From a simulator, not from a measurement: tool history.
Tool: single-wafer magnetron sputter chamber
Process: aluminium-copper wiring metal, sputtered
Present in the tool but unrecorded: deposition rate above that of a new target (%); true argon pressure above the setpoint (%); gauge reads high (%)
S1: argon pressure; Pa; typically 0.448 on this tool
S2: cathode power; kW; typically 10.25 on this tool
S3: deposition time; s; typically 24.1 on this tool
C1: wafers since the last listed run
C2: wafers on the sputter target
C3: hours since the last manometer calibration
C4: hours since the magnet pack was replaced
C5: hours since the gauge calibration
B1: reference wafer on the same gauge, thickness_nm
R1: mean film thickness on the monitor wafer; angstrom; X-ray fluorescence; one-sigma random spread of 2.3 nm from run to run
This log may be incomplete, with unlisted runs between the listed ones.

| run | hour | S1 | S2 | S3 | C1 | C2 | C3 | C4 | C5 | B1 | R1 |
|---|---|---|---|---|---|---|---|---|---|---|---|
| 1 | 0 | 0.448 | 11 | 24.1 | 0 | 3224 | 123 | 6050.9 | 56.8 | 476.624 | 4501.54 |
| 2 | 40.5 | 0.448 | 10.25 | 22.4 | 704 | 3928 | 163.5 | 6091.4 | 97.3 | 476.27 | 3884.34 |
| 3 | 127.4 | 0.448 | 10.25 | 22.4 | 1510 | 5439 | 250.4 | 6178.3 | 184.2 | 475.027 | 3877.16 |
|  | 197.4 | sputter target and shields replaced |
| 4 | 232.1 | 0.448 | 10.25 | 27.4 | 1681 | 603 | 355.1 | 6283 | 288.9 | 474.165 | 4789.6 |
| 5 | 268.7 | 0.448 | 10.25 | 24.1 | 636 | 1239 | 391.7 | 6319.6 | 325.5 | 474.074 | 4165.01 |
| 6 | 342.5 | 0.448 | 10.25 | 24.1 | 1283 | 2523 | 465.5 | 6393.4 | 399.3 | 473.433 | 4194.15 |
| 7 | 395.1 | 0.448 | 10.25 | 24.1 | 914 | 3437 | 518.1 | 6446 | 451.9 | 472.091 | 4161.98 |
| 8 | 473.8 | 0.448 | 10.25 | 24.1 | 1368 | 4806 | 596.8 | 6524.7 | 530.6 | 471.531 | 4135.69 |
| 9 | 531.5 | 0.448 | 10.25 | 24.1 | 1003 | 5809 | 654.5 | 6582.4 | 588.3 | 471.141 | 4131.4 |
|  | 555.8 | sputter target and shields replaced |
| 10 | 649.2 | 0.448 | 10.25 | 24.1 | 1907 | 1624 | 772.2 | 6700.1 | 706 | 469.283 | 4167.65 |
| 11 | 697.7 | 0.531 | 10.25 | 24.1 | 843 | 2467 | 820.7 | 6748.6 | 754.5 | 469.062 | 3905.45 |
| 12 | 749.3 | 0.531 | 10.25 | 24.1 | 897 | 3364 | 872.3 | 6800.2 | 806.1 | 468.481 | 3930.09 |
| 13 | 811.6 | 0.448 | 11.05 | 24.1 | 1083 | 4448 | 934.6 | 6862.5 | 868.4 | 467.802 | 4445.06 |
|  | 886.5 | gauge calibrated |
| 14 | 916.5 | 0.336 | 8.95 | 28.5 | 1823 | 6272 | 1039.5 | 6967.4 | 30 | 476.434 | 4692.02 |
| 15 | 961.4 | 0.448 | 10.25 | 24.1 | 780 | 7052 | 1084.4 | 7012.3 | 74.9 | 476.633 | 4176.24 |
|  | 990.1 | sputter target and shields replaced |
| 16 | 1022.7 | 0.448 | 10.25 | 24.1 | 926 | 567 | 1145.7 | 7073.6 | 136.2 | 475.688 | 4194.11 |
| 17 | 1070.9 | 0.325 | 8.25 | 24.1 | 838 | 1405 | 1193.9 | 7121.8 | 184.4 | 475.163 | 3676.75 |
| 18 | 1164.9 | 0.448 | 11.65 | 24.1 | 1634 | 3039 | 1287.9 | 7215.8 | 278.4 | 473.86 | 4744.48 |
| 19 | 1215.5 | 0.448 | 10.25 | 22.4 | 879 | 3919 | 1338.5 | 7266.4 | 329 | 473.266 | 3860.01 |
| 20 | 1276.7 | 0.329 | 9.15 | 21.9 | 1064 | 4983 | 1399.7 | 7327.6 | 390.2 | 473.295 | 3677.32 |
|  | 1339.5 | capacitance manometer re-zeroed and calibrated |
| 21 | 1340 | 0.448 | 8.5 | 24.1 | 961 | 5944 | 0.5 | 7390.9 | 453.5 | 471.912 | 3446.82 |
|  | 1374.2 | magnet pack replaced |
| 22 | 1399.8 | 0.448 | 9.25 | 28.6 | 900 | 6845 | 60.3 | 25.6 | 513.3 | 471.488 | 4473.31 |
|  | 1419.2 | sputter target and shields replaced |
| 23 | 1493.3 | 0.369 | 9.35 | 24.1 | 1486 | 1288 | 153.8 | 119.1 | 606.8 | 470.5 | 4026.45 |
| 24 | 1543.2 | 0.448 | 11.15 | 24.1 | 867 | 2155 | 203.7 | 169 | 656.7 | 469.875 | 4506.24 |
| 25 | 1603.2 | 0.398 | 10.25 | 19.5 | 1043 | 3198 | 263.7 | 229 | 716.7 | 469.38 | 3458.24 |
| 26 | 1696.5 | 0.523 | 10.25 | 24.1 | 1622 | 4821 | 357 | 322.3 | 810 | 467.955 | 3918.5 |
|  | 1799.5 | sputter target and shields replaced |
| 27 | 1800 | 0.367 | 10.25 | 24.1 | 1660 | 8 | 460.5 | 425.8 | 913.5 | 466.625 | 4363.18 |

Branching from run 27: 4 alternative next runs. What would each branch give?
| A | 1800.4 | 0.448 | 10.25 | 24.1 | 6 | 15 | 460.9 | 426.2 | 913.9 | ? | ? |
| B | 1800.4 | 0.278 | 8.05 | 28.5 | 6 | 15 | 460.9 | 426.2 | 913.9 | ? | ? |
| C | 1800.4 | 0.59 | 10.25 | 22.6 | 6 | 15 | 460.9 | 426.2 | 913.9 | ? | ? |
| D | 1800.4 | 0.351 | 9.15 | 22.5 | 6 | 15 | 460.9 | 426.2 | 913.9 | ? | ? |

| run | B1 | R1 |
|---|---|---|
| A | 467.307 | 4112.5 |
| B | 467.307 | 4299.47 |
| C | 467.307 | 3507.57 |
| D | 467.307 | 3664.56 |
The same runs, with their run-to-run variation unchanged, on a tool lacking any hidden condition would have given:
| run | R1 |
|---|---|
| A | 4200.13 |
| B | 4391.08 |
| C | 3582.3 |
| D | 3742.64 |

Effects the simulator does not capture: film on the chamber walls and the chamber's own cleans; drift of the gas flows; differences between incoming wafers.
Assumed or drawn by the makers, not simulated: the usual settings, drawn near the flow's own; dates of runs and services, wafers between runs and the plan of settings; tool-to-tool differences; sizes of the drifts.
